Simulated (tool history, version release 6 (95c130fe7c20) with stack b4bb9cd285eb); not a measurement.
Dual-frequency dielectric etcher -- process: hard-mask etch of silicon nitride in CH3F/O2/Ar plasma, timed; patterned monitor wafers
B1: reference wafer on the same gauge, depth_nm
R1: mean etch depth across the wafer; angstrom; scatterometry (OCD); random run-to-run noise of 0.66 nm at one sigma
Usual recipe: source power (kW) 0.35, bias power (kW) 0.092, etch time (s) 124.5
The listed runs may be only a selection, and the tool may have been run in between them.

Run 1, hour 0: usual settings but bias power (kW) 0.1; B1 112.8. Result: R1 987 angstrom.
Run 2, hour 35.7: usual settings but bias power (kW) 0.1; B1 112.8. Result: R1 974 angstrom.
Run 3, hour 57.2: usual settings; B1 112.7. Result: R1 942 angstrom.
Run 4, hour 80.1: usual settings; B1 112.6. Result: R1 946 angstrom.
Run 5, hour 115: usual settings but source power (kW) 0.29, etch time (s) 151; B1 112.6. Result: R1 1062 angstrom.
Run 6, hour 143.5: usual settings; B1 112.7. Result: R1 949 angstrom.
Run 7, hour 158.5: usual settings; B1 112.8. Result: R1 928 angstrom.
Run 8, hour 178.4: usual settings; B1 112.7. Result: R1 921 angstrom.
Run 9, hour 200.1: usual settings but source power (kW) 0.29, bias power (kW) 0.085; B1 112.5. Result: R1 851 angstrom.
Run 10, hour 234.2: usual settings but source power (kW) 0.29, bias power (kW) 0.085; B1 112.7. Result: R1 850 angstrom.
At hour 249.9: gauge calibrated.
At hour 269.5: upper electrode replaced.
Run 11, hour 270: usual settings; B1 112.6. Result: R1 921 angstrom.
At hour 295.6: wet clean of the chamber.
Run 12, hour 296.1: usual settings; B1 112.7. Result: R1 961 angstrom.
Run 13, hour 303.4: usual settings but etch time (s) 99; B1 112.5. Result: R1 764 angstrom.
At hour 326.8: bias power generator calibrated.
Run 14, hour 337.1: usual settings but source power (kW) 0.41; B1 112.7. Result: R1 1013 angstrom.
Run 15, hour 363.5: usual settings but bias power (kW) 0.113; B1 112.8. Result: R1 1006 angstrom.
Run 16, hour 383.2: usual settings; B1 112.7. Result: R1 950 angstrom.
At hour 397.5: source power generator calibrated.
Run 17, hour 397.9: usual settings; B1 112.8. Result: R1 963 angstrom.
Run 18, hour 418.6: usual settings but source power (kW) 0.38; B1 112.8. Result: R1 976 angstrom.
Run 19, hour 440.3: usual settings but source power (kW) 0.33, bias power (kW) 0.07, etch time (s) 146.5; B1 112.8. Result: R1 1028 angstrom.
Run 20, hour 470.3: usual settings but source power (kW) 0.42, bias power (kW) 0.07, etch time (s) 93; B1 112.7. Result: R1 700 angstrom.
Run 21, hour 546.3: usual settings; B1 112.6. Result: R1 933 angstrom.
Run 22, hour 564.9: usual settings; B1 112.8. Result: R1 917 angstrom.
Run 23, hour 594.5: usual settings but source power (kW) 0.39, bias power (kW) 0.107, etch time (s) 160; B1 112.6. Result: R1 1287 angstrom.
Run 24, hour 624.5: usual settings; B1 112.6. Result: R1 929 angstrom.
At hour 672.3: wet clean of the chamber.
Run 25, hour 727.7: usual settings but source power (kW) 0.32, bias power (kW) 0.079; B1 112.7. Result: R1 882 angstrom.
Run 26, hour 758.7: usual settings but bias power (kW) 0.098, etch time (s) 161; B1 112.7. Result: R1 1243 angstrom.
Run 27, hour 774: usual settings but source power (kW) 0.39; B1 112.7. Result: R1 982 angstrom.
Run 28, hour 802: usual settings but source power (kW) 0.44, bias power (kW) 0.103, etch time (s) 101.5; B1 112.7. Result: R1 851 angstrom.

Some steps in R1, run to run, broken into two amounts with sign: the step expected even without the hidden condition (settings, incoming material, random variation), and the rest, left for the hidden condition together with whatever gauge scatter is not in both the measured and the hidden-condition-free result:
The tool's hidden condition here consists of: etch rate over this chamber's usual, %; source power that arrives over what is set, %; bias power that arrives over what is set, %; gauge reads high (%).
Run 11 -> 12: wet clean of the chamber. R1 +40 angstrom: hidden state +45, all else -5.
Run 22 -> 23: source power (kW) 0.35 -> 0.39, bias power (kW) 0.092 -> 0.107, etch time (s) 124.5 -> 160. R1 +370 angstrom: hidden state -17, all else +387.
Run 24 -> 25: source power (kW) 0.35 -> 0.32, bias power (kW) 0.092 -> 0.079, wet clean of the chamber. R1 -47 angstrom: hidden state +31, all else -78.
Run 25 -> 26: source power (kW) 0.32 -> 0.35, bias power (kW) 0.079 -> 0.098, etch time (s) 124.5 -> 161. R1 +361 angstrom: hidden state -8, all else +369.
